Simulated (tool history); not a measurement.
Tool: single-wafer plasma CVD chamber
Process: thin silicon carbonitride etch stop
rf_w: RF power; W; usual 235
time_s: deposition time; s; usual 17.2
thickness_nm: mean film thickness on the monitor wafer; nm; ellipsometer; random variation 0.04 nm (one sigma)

run	hour	rf_w	time_s	read-back reference wafer on the same gauge, thickness_nm	thickness_nm
1	0.0	210	17.2	9.770	9.277
2	43.8	235	17.2	9.764	9.647
3	147.8	235	17.2	9.761	9.658
4	209.6	235	17.2	9.771	9.617
5	290.1	235	17.2	9.764	9.636
6	397.7	235	17.2	9.772	9.587
7	480.3	220	17.2	9.767	9.343
8	558.1	235	17.2	9.761	9.621
9	645.1	235	17.2	9.774	9.579
10	683.8	235	17.2	9.763	9.598
11	790.7	260	16.3	9.766	9.411
12	834.5	260	16.3	9.772	9.430
13	936.4	235	17.2	9.776	9.598
14	1073.7	200	16.1	9.768	8.328
15	1133.0	275	16.0	9.764	9.462
16	1196.3	260	17.2	9.764	9.915
17	1259.2	200	15.7	9.768	8.081
18	1326.7	255	20.4	9.774	11.995
19	1392.9	215	17.2	9.771	9.360
20	1484.1	250	17.2	9.773	9.966
21	1521.5	190	15.9	9.783	8.211
22	1590.7	280	17.2	9.775	10.547
23	1674.4	235	17.2	9.777	9.730
24	1717.9	265	20.6	9.770	12.260

Taken out of this log: 4 entries between the listed runs. Where each belongs, and how the hidden state differs across it:
Between runs 8 and 9: thermocouple changed; heater temperature recalibrated (hour 644.6)
  delivered RF power above the setpoint (%): -4.95 -> -5.24
  measured less the result without the state, thickness_nm: -0.212 -> -0.224 nm
Between runs 9 and 10: gauge calibrated (hour 678.1)
  delivered RF power above the setpoint (%): -5.24 -> -5.37
  measured less the result without the state, thickness_nm: -0.224 -> -0.230 nm
Between runs 17 and 18: RF generator calibrated (hour 1317.4)
  delivered RF power above the setpoint (%): -7.26 -> -0.473
  measured less the result without the state, thickness_nm: -0.267 -> -0.025 nm
Between runs 18 and 19: showerhead replaced (hour 1349.2)
  delivered RF power above the setpoint (%): -0.473 -> -0.69
  measured less the result without the state, thickness_nm: -0.025 -> -0.027 nm
